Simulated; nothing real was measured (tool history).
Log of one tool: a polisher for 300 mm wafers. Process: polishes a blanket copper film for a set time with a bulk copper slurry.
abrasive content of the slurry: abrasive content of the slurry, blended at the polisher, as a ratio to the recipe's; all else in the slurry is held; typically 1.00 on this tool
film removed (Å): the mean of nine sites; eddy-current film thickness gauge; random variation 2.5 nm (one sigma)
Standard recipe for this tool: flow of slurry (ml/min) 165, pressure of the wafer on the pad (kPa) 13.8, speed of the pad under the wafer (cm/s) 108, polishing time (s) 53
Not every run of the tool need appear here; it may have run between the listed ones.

| run | day | flow of slurry (ml/min) | pressure of the wafer on the pad (kPa) | speed of the pad under the wafer (cm/s) | abrasive content of the slurry | polishing time (s) | incoming thickness of the incoming film, nm | film removed (Å) |
|---|---|---|---|---|---|---|---|---|
| 1 | 0.000 | 165 | 13.8 | 108 | 1.00 | 53 | 3222.1 | 3595 |
|  | 2.329 | slurry nozzle cleaned |
| 2 | 2.558 | 140 | 13.8 | 108 | 1.00 | 53 | 3163.0 | 3472 |
| 3 | 3.142 | 140 | 13.8 | 108 | 1.00 | 53 | 3169.6 | 3402 |
| 4 | 3.883 | 165 | 13.8 | 108 | 1.00 | 53 | 3128.8 | 3513 |
|  | 4.542 | worn pad replaced by a new one |
| 5 | 6.096 | 165 | 13.8 | 108 | 1.00 | 58 | 3209.4 | 3896 |
| 6 | 7.517 | 165 | 13.8 | 108 | 0.95 | 53 | 3163.9 | 3483 |
| 7 | 8.950 | 165 | 13.8 | 108 | 1.00 | 53 | 3191.4 | 3529 |
| 8 | 9.788 | 165 | 13.8 | 108 | 1.00 | 53 | 3152.2 | 3487 |
|  | 10.983 | worn pad replaced by a new one |
| 9 | 11.004 | 165 | 13.8 | 108 | 1.00 | 53 | 3152.6 | 3496 |
| 10 | 12.258 | 165 | 13.8 | 108 | 1.00 | 53 | 3164.8 | 3439 |
|  | 13.421 | head pressure recalibrated |
| 11 | 13.454 | 165 | 13.8 | 108 | 1.00 | 53 | 3129.9 | 3460 |
|  | 13.588 | slurry blender recalibrated |
| 12 | 14.558 | 165 | 13.8 | 108 | 1.00 | 53 | 3148.4 | 3687 |
| 13 | 15.592 | 165 | 13.8 | 108 | 1.00 | 53 | 3159.9 | 3679 |
| 14 | 16.621 | 120 | 13.8 | 108 | 1.00 | 53 | 3223.4 | 3485 |
|  | 17.608 | worn pad replaced by a new one |
|  | 17.654 | slurry nozzle cleaned |
| 15 | 17.875 | 165 | 13.8 | 108 | 1.00 | 53 | 3145.8 | 3720 |
| 16 | 18.875 | 165 | 17.2 | 134 | 1.20 | 46 | 3173.3 | 4690 |
| 17 | 19.683 | 165 | 13.8 | 108 | 1.00 | 53 | 3181.3 | 3642 |
| 18 | 21.079 | 220 | 13.8 | 122 | 1.00 | 53 | 3173.6 | 4256 |
| 19 | 21.762 | 165 | 13.8 | 108 | 1.00 | 53 | 3210.5 | 3671 |
| 20 | 23.092 | 125 | 13.8 | 108 | 1.00 | 46 | 3197.1 | 2949 |
| 21 | 24.500 | 165 | 13.8 | 92 | 1.00 | 53 | 3254.6 | 3132 |
|  | 24.979 | worn pad replaced by a new one |
| 22 | 25.029 | 140 | 13.8 | 108 | 1.00 | 53 | 3143.3 | 3525 |
| 23 | 29.321 | 165 | 15.2 | 130 | 1.00 | 53 | 3174.2 | 4502 |

What does the tool deliver on the next run?
| 24 | 30.229 | 165 | 9.7 | 108 | 1.00 | 45 | 3123.4 | ? |

Run 24 measured film removed (Å) 2426.
Take away the tool's hidden state, keep the run-to-run variation as it was, and the same run would have given film removed (Å) 2542.
